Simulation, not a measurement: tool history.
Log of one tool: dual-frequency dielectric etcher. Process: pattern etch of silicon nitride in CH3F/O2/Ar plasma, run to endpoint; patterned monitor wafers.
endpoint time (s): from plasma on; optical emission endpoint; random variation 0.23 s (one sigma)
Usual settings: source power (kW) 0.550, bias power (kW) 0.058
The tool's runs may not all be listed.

run   hour  source power (kW)  bias power (kW)  incoming incoming film thickness, nm  endpoint time (s)
  1    0.0              0.550            0.067                                 29.85               39.7
  2   39.6              0.550            0.067                                 29.61               39.2
  3   82.6              0.550            0.058                                 29.79               41.7
  4  116.1              0.550            0.058                                 29.61               41.9
  5  181.6              0.550            0.058                                 29.77               42.0
  6  227.7              0.550            0.058                                 29.76               41.9
  7  264.5              0.550            0.058                                 29.82               42.1
     304.4  -- wet clean of the chamber
  8  304.9              0.550            0.058                                 29.91               42.2
     336.5  -- upper electrode replaced
  9  337.0              0.670            0.053                                 29.35               41.2
 10  372.9              0.420            0.065                                 29.51               41.9
     417.0  -- bias power generator calibrated
 11  423.9              0.550            0.058                                 29.72               42.1
     452.2  -- source power generator calibrated
 12  464.5              0.660            0.049                                 29.65               43.1
 13  533.2              0.620            0.045                                 29.69               45.1
 14  588.3              0.550            0.058                                 29.77               42.4
     644.7  -- wet clean of the chamber
 15  645.2              0.600            0.070                                 29.22               37.5
 16  705.9              0.550            0.058                                 29.72               42.3

Forecast each of these 4 alternatives for the next run:
  A  706.3              0.440            0.058                                 29.53                  ?
  B  706.3              0.510            0.053                                 29.53                  ?
  C  706.3              0.600            0.058                                 29.53                  ?
  D  706.3              0.680            0.070                                 29.53                  ?

run  endpoint time (s)
  A               43.8
  B               44.1
  C               41.1
  D               37.0
Without the tool's hidden state the same runs would have given:
run  endpoint time (s)
  A               43.8
  B               44.1
  C               41.1
  D               37.0

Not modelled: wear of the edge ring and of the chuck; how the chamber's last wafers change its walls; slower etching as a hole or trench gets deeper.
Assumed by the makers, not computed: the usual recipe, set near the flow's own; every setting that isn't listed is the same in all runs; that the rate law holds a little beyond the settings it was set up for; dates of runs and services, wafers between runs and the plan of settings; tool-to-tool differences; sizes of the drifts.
